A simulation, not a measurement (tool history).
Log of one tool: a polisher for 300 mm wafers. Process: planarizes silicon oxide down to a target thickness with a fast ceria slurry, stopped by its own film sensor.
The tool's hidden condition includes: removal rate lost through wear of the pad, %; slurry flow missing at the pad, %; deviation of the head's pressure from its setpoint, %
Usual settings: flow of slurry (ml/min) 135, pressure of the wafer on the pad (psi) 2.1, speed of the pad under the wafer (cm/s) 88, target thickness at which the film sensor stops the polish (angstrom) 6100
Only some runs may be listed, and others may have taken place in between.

run	hour	flow of slurry (ml/min)	pressure of the wafer on the pad (psi)	speed of the pad under the wafer (cm/s)	target thickness at which the film sensor stops the polish (angstrom)	wafers since the last listed run	wafers polished on this pad	hours since the slurry nozzle was cleaned	hours since the head pressure was calibrated	incoming thickness of the incoming film, nm	time until the film sensor stopped the polish (s)
1	0	145	2.1	88	6100	0	4667	250.2	397.9	1222.4	76.8
2	65.8	145	2.1	88	6100	542	5210	316	463.7	1192.8	76.2
3	166.4	135	2.3	88	6100	829	6040	416.6	564.3	1193.9	70.6
# hour 195: worn pad replaced by a new one
4	252.2	135	2.3	88	6100	674	471	502.4	650.1	1193.8	61.9
# hour 279.1: head pressure recalibrated
5	325.3	165	2.1	98	6100	586	1058	575.5	46.2	1197.1	58.1
# hour 452.5: slurry nozzle cleaned
6	539.6	135	2.1	88	5600	1759	2817	87.1	260.5	1186.2	75.3
7	587.1	135	2.1	88	5600	391	3209	134.6	308	1192.1	78
8	680.9	135	2.1	88	6100	773	3983	228.4	401.8	1198.2	72.7
9	791.4	135	2.1	88	6100	911	4894	338.9	512.3	1197.4	77
10	868.3	135	2.1	88	4840	634	5529	415.8	589.2	1225	97.3
11	925.1	135	2.1	88	6100	468	5997	472.6	646	1214.5	79
# hour 939.2: head pressure recalibrated
# hour 948.5: worn pad replaced by a new one
12	1022.6	135	2.1	88	6100	754	611	570.1	83.4	1176.3	66.3
13	1083.7	135	2.1	68	6100	504	1115	631.2	144.5	1198.1	85.1
# hour 1098: slurry nozzle cleaned
14	1176.2	135	2.1	68	6100	754	1870	78.2	237	1198.7	83.6
15	1260.3	135	2.1	88	6100	693	2564	162.3	321.1	1205.2	71.5
16	1303	135	2.1	88	6100	352	2916	205	363.8	1193.9	70.1
17	1355.2	135	2.3	114	6100	430	3346	257.2	416	1193.9	51.1
18	1408.7	135	2.1	72	6100	441	3788	310.7	469.5	1190.8	85.7
19	1480	135	1.9	88	5430	588	4376	382	540.8	1212.8	93.5
# hour 1525.5: worn pad replaced by a new one
# hour 1529: head pressure recalibrated
20	1541.3	115	1.7	72	6100	456	114	443.3	12.3	1197.1	103.3
21	1641.2	115	1.7	72	6100	824	938	543.2	112.2	1211.1	104.1
22	1701.7	180	2.1	60	5550	499	1437	603.7	172.7	1224.1	103.3
# hour 1742.3: slurry nozzle cleaned
23	1750.5	120	1.6	108	5290	394	1831	8.2	221.5	1199.5	88.1
24	1856.2	135	2.1	88	6100	871	2703	113.9	327.2	1183.5	67.1
25	1927.5	95	2.1	88	7140	588	3291	185.2	398.5	1177.9	57.9
26	1968.2	160	1.6	88	6100	335	3627	225.9	439.2	1211.7	92.3
27	2040.2	135	2.1	102	6100	593	4221	297.9	511.2	1220.7	66.7
28	2087.7	135	2.1	106	6100	391	4613	345.4	558.7	1197.8	63.9
# hour 2164.7: worn pad replaced by a new one
# hour 2230.4: head pressure recalibrated
# hour 2358.1: slurry nozzle cleaned
29	2391.9	135	2.1	88	8070	2451	1849	33.8	161.5	1211.9	47.1
30	2475.2	145	2.1	88	6100	687	2536	117.1	244.8	1187.7	67.3
31	2549.4	135	2.1	78	6100	612	3148	191.3	319	1202.5	79.7
32	2609	170	2.1	68	8020	491	3640	250.9	378.6	1212.4	59
33	2663	170	2.1	88	6100	445	4085	304.9	432.6	1183.6	67.9
34	2754.1	135	2.1	80	7430	751	4837	396	523.7	1197.1	63.5
# hour 2808.6: head pressure recalibrated
# hour 2828.4: worn pad replaced by a new one
35	2838.6	135	1.4	88	6100	647	84	480.5	30	1186.3	97.6
36	2892.9	170	2.1	64	6100	447	532	534.8	84.3	1192.2	85.4

Each row is a separate what-if for the run after 36, all from the same tool condition, not one after another. Results?
A	2893.3	135	2.1	88	4160	3	535	535.2	84.7	1184.6	?
B	2893.3	150	1.4	62	5380	3	535	535.2	84.7	1184.6	?
C	2893.3	135	2.1	114	6100	3	535	535.2	84.7	1184.6	?
D	2893.3	120	1.5	74	6920	3	535	535.2	84.7	1184.6	?

run	time until the film sensor stopped the polish (s)
A	89.4
B	149.1
C	53.2
D	94.7
Without the tool's unlogged condition, the same runs would have read:
run	time until the film sensor stopped the polish (s)
A	88.5
B	147.6
C	52.7
D	93.8
